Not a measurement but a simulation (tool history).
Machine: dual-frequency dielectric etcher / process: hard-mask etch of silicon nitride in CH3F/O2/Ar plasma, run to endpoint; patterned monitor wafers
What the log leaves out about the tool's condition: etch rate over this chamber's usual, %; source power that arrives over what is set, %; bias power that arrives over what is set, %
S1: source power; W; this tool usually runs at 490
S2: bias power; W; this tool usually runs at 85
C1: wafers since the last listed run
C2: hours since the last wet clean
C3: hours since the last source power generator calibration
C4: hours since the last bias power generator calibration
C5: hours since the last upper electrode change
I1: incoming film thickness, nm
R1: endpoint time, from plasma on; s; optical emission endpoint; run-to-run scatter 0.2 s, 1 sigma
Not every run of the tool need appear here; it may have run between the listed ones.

Run 1, hour 0.0: usual settings; C1 0; C2 128.9; C3 2090.7; C4 2730.3; C5 1952.0; I1 52.5. Result: R1 68.0 s.
Run 2, hour 14.7: usual settings but S2 69 W; C1 173; C2 143.6; C3 2105.4; C4 2745.0; C5 1966.7; I1 52.2. Result: R1 73.8 s.
Run 3, hour 21.7: usual settings but S2 69 W; C1 82; C2 150.6; C3 2112.4; C4 2752.0; C5 1973.7; I1 51.8. Result: R1 73.3 s.
Run 4, hour 34.2: usual settings but S2 74 W; C1 147; C2 163.1; C3 2124.9; C4 2764.5; C5 1986.2; I1 52.4. Result: R1 72.2 s.
Run 5, hour 50.2: usual settings but S2 74 W; C1 189; C2 179.1; C3 2140.9; C4 2780.5; C5 2002.2; I1 52.5. Result: R1 72.4 s.
Run 6, hour 61.7: usual settings but S1 420 W; C1 135; C2 190.6; C3 2152.4; C4 2792.0; C5 2013.7; I1 52.0. Result: R1 70.4 s.
Run 7, hour 70.5: usual settings but S2 100 W; C1 103; C2 199.4; C3 2161.2; C4 2800.8; C5 2022.5; I1 52.3. Result: R1 64.0 s.
Run 8, hour 84.7: usual settings; C1 167; C2 213.6; C3 2175.4; C4 2815.0; C5 2036.7; I1 51.9. Result: R1 68.0 s.
Run 9, hour 100.0: usual settings but S1 560 W; C1 180; C2 228.9; C3 2190.7; C4 2830.3; C5 2052.0; I1 52.0. Result: R1 65.7 s.
Run 10, hour 112.1: usual settings but S1 570 W; C1 142; C2 241.0; C3 2202.8; C4 2842.4; C5 2064.1; I1 51.7. Result: R1 65.1 s.
Run 11, hour 119.2: usual settings but S2 79 W; C1 83; C2 248.1; C3 2209.9; C4 2849.5; C5 2071.2; I1 52.0. Result: R1 70.7 s.
Run 12, hour 132.0: usual settings but S1 440 W; C1 151; C2 260.9; C3 2222.7; C4 2862.3; C5 2084.0; I1 52.1. Result: R1 70.8 s.
Run 13, hour 139.6: usual settings but S1 440 W; C1 89; C2 268.5; C3 2230.3; C4 2869.9; C5 2091.6; I1 52.3. Result: R1 70.8 s.
Run 14, hour 149.4: usual settings but S1 440 W; C1 115; C2 278.3; C3 2240.1; C4 2879.7; C5 2101.4; I1 52.6. Result: R1 71.1 s.
Run 15, hour 194.6: usual settings but S1 410 W, S2 93 W; C1 534; C2 323.5; C3 2285.3; C4 2924.9; C5 2146.6; I1 52.1. Result: R1 69.1 s.
Run 16, hour 208.5: usual settings but S1 410 W, S2 93 W; C1 164; C2 337.4; C3 2299.2; C4 2938.8; C5 2160.5; I1 52.0. Result: R1 69.5 s.
Run 17, hour 225.7: usual settings but S1 450 W; C1 203; C2 354.6; C3 2316.4; C4 2956.0; C5 2177.7; I1 51.9. Result: R1 70.3 s.
Run 18, hour 234.5: usual settings but S2 79 W; C1 103; C2 363.4; C3 2325.2; C4 2964.8; C5 2186.5; I1 52.5. Result: R1 72.1 s.
Run 19, hour 241.2: usual settings but S1 600 W, S2 100 W; C1 79; C2 370.1; C3 2331.9; C4 2971.5; C5 2193.2; I1 52.7. Result: R1 62.1 s.
At hour 269.3: wet clean of the chamber.
Run 20, hour 269.8: usual settings but S1 440 W, S2 94 W; C1 54; C2 0.5; C3 2360.5; C4 3000.1; C5 2221.8; I1 51.9. Result: R1 65.9 s.
Run 21, hour 270.1: usual settings; C1 3; C2 0.8; C3 2360.8; C4 3000.4; C5 2222.1; I1 52.0. Result: R1 66.8 s.
Run 22, hour 275.8: usual settings but S1 590 W, S2 70 W; C1 67; C2 6.5; C3 2366.5; C4 3006.1; C5 2227.8; I1 52.2. Result: R1 69.2 s.
Run 23, hour 285.9: usual settings; C1 119; C2 16.6; C3 2376.6; C4 3016.2; C5 2237.9; I1 51.7. Result: R1 66.5 s.
Run 24, hour 296.0: usual settings but S1 580 W, S2 75 W; C1 119; C2 26.7; C3 2386.7; C4 3026.3; C5 2248.0; I1 52.2. Result: R1 67.9 s.

The next listed run, before its measurement:
Run 25, hour 320.6: usual settings but S1 600 W, S2 73 W; C1 290; C2 51.3; C3 2411.3; C4 3050.9; C5 2272.6; I1 52.4. Result: R1 ?.

R1: 68.3 s
Minus the tool's unlogged condition, the same run would have read R1 68.0 s.
